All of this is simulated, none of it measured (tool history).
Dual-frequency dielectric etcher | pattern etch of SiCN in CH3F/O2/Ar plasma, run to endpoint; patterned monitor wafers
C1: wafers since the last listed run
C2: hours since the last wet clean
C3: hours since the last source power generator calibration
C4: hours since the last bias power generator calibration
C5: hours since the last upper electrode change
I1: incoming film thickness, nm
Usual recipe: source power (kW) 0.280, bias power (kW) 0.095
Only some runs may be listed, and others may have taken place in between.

Run 1, hour 0.0: usual settings but source power (kW) 0.230; C1 0; C2 330.5; C3 1586.3; C4 3174.6; C5 3597.3; I1 12.43. Result: endpoint time (s) 36.1.
Run 2, hour 10.7: usual settings but source power (kW) 0.230; C1 175; C2 341.2; C3 1597.0; C4 3185.3; C5 3608.0; I1 12.40. Result: endpoint time (s) 36.3.
Run 3, hour 27.5: usual settings but bias power (kW) 0.076; C1 276; C2 358.0; C3 1613.8; C4 3202.1; C5 3624.8; I1 12.46. Result: endpoint time (s) 39.0.
Run 4, hour 41.7: usual settings but bias power (kW) 0.076; C1 233; C2 372.2; C3 1628.0; C4 3216.3; C5 3639.0; I1 12.41. Result: endpoint time (s) 38.2.
Run 5, hour 49.7: usual settings; C1 131; C2 380.2; C3 1636.0; C4 3224.3; C5 3647.0; I1 12.36. Result: endpoint time (s) 33.4.
Run 6, hour 61.6: usual settings but source power (kW) 0.310, bias power (kW) 0.112; C1 195; C2 392.1; C3 1647.9; C4 3236.2; C5 3658.9; I1 12.41. Result: endpoint time (s) 29.3.
Run 7, hour 73.6: usual settings but source power (kW) 0.310, bias power (kW) 0.112; C1 197; C2 404.1; C3 1659.9; C4 3248.2; C5 3670.9; I1 12.32. Result: endpoint time (s) 29.0.
Run 8, hour 90.5: usual settings; C1 277; C2 421.0; C3 1676.8; C4 3265.1; C5 3687.8; I1 12.34. Result: endpoint time (s) 33.6.
At hour 100.5: bias power generator calibrated.
Run 9, hour 103.5: usual settings; C1 147; C2 434.0; C3 1689.8; C4 3.0; C5 3700.8; I1 12.50. Result: endpoint time (s) 34.0.
Run 10, hour 115.2: usual settings but source power (kW) 0.300, bias power (kW) 0.077; C1 192; C2 445.7; C3 1701.5; C4 14.7; C5 3712.5; I1 12.42. Result: endpoint time (s) 37.7.
At hour 141.6: wet clean of the chamber.
At hour 142.6: source power generator calibrated.
At hour 154.0: upper electrode replaced.
At hour 169.9: wet clean of the chamber, repeated, since the last time left the tool worse.
Run 11, hour 170.4: usual settings but source power (kW) 0.340; C1 48; C2 0.5; C3 27.8; C4 69.9; C5 16.4; I1 12.39. Result: endpoint time (s) 30.3.
Run 12, hour 170.7: usual settings but source power (kW) 0.300; C1 4; C2 0.8; C3 28.1; C4 70.2; C5 16.7; I1 12.53. Result: endpoint time (s) 32.0.
Run 13, hour 171.0: usual settings; C1 4; C2 1.1; C3 28.4; C4 70.5; C5 17.0; I1 12.38. Result: endpoint time (s) 32.2.
Run 14, hour 171.3: usual settings but bias power (kW) 0.077; C1 4; C2 1.4; C3 28.7; C4 70.8; C5 17.3; I1 12.45. Result: endpoint time (s) 36.9.
Run 15, hour 171.7: usual settings but source power (kW) 0.300, bias power (kW) 0.112; C1 6; C2 1.8; C3 29.1; C4 71.2; C5 17.7; I1 12.44. Result: endpoint time (s) 28.5.
Run 16, hour 187.0: usual settings but source power (kW) 0.310, bias power (kW) 0.073; C1 251; C2 17.1; C3 44.4; C4 86.5; C5 33.0; I1 12.40. Result: endpoint time (s) 37.1.
Run 17, hour 201.0: usual settings; C1 230; C2 31.1; C3 58.4; C4 100.5; C5 47.0; I1 12.38. Result: endpoint time (s) 32.3.
Run 18, hour 212.4: usual settings but source power (kW) 0.250; C1 187; C2 42.5; C3 69.8; C4 111.9; C5 58.4; I1 12.38. Result: endpoint time (s) 33.7.

For each run, what was the tool's unlogged condition?
source power that arrives over what is set, %: 0 on each run
bias power that arrives over what is set, %: 0 on each run
H1: etch rate over this chamber's usual, %
run     H1
  1  -2.99
  2  -3.09
  3  -3.25
  4  -3.38
  5  -3.46
  6  -3.57
  7  -3.69
  8  -3.84
  9  -3.97
 10  -4.08
 11  0.669
 12  0.666
 13  0.663
 14   0.66
 15  0.656
 16  0.512
 17   0.38
 18  0.273
